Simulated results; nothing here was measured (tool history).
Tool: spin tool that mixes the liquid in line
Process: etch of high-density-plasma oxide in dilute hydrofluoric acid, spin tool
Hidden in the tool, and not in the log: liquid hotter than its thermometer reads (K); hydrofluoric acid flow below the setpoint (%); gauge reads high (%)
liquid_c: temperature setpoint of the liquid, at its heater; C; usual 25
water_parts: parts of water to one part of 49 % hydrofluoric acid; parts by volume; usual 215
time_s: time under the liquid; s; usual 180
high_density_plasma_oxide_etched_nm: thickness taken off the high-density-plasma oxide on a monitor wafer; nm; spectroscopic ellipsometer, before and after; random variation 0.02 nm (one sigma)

run,hour,liquid_c,water_parts,time_s,wafers since the last listed run,hours since the thermometer was replaced,hours since the hydrofluoric acid flow meter was replaced,hours since the gauge calibration,"read-back film thickness of the high-density-plasma oxide reference wafer, read on the same gauge (nm)",high_density_plasma_oxide_etched_nm
1,0,25,215,180,0,2712.7,1637.6,6.4,90.004,3.535
2,15.5,25,215,180,124,2728.2,1653.1,21.9,90.012,3.528
3,30.4,25,215,180,120,2743.1,1668,36.8,89.989,3.545
# hour 71.8: hydrofluoric acid flow meter replaced
4,76.1,25,160,180,360,2788.8,4.3,82.5,89.981,6.091
5,85.1,25,160,180,72,2797.8,13.3,91.5,89.955,6.02
# hour 97.8: thermometer replaced
6,101.6,25,160,180,124,3.8,29.8,108,89.984,6.035
7,114.9,25,215,180,107,17.1,43.1,121.3,89.995,4.193
# hour 121.7: gauge calibrated
8,126.4,25,215,180,92,28.6,54.6,4.7,89.984,4.21
9,144,21,215,180,141,46.2,72.2,22.3,89.974,3.633
10,161.4,25,215,180,140,63.6,89.6,39.7,89.99,4.201
11,169,29.5,215,180,61,71.2,97.2,47.3,89.967,4.915
12,185.2,22,275,180,130,87.4,113.4,63.5,90.006,2.742
13,197.8,25,215,130,101,100,126,76.1,90.019,3.037
14,210.4,29,175,180,101,112.6,138.6,88.7,90.002,6.213
15,226.1,23.5,260,70,126,128.3,154.3,104.4,90.02,1.201

Hidden state at the last listed run before each entry between runs and at the first one after, where it differs:
Between runs 3 and 4: hydrofluoric acid flow meter replaced (hour 71.8)
  hydrofluoric acid flow below the setpoint (%): 13.7 -> 0.193
  measured less the result without the state, high_density_plasma_oxide_etched_nm: -0.715 -> -0.014 nm
Between runs 5 and 6: thermometer replaced (hour 97.8)
  hydrofluoric acid flow below the setpoint (%): 0.265 -> 0.398
  measured less the result without the state, high_density_plasma_oxide_etched_nm: -0.019 -> -0.029 nm
Between runs 7 and 8: gauge calibrated (hour 121.7)
  hydrofluoric acid flow below the setpoint (%): 0.505 -> 0.598
  measured less the result without the state, high_density_plasma_oxide_etched_nm: -0.026 -> -0.032 nm
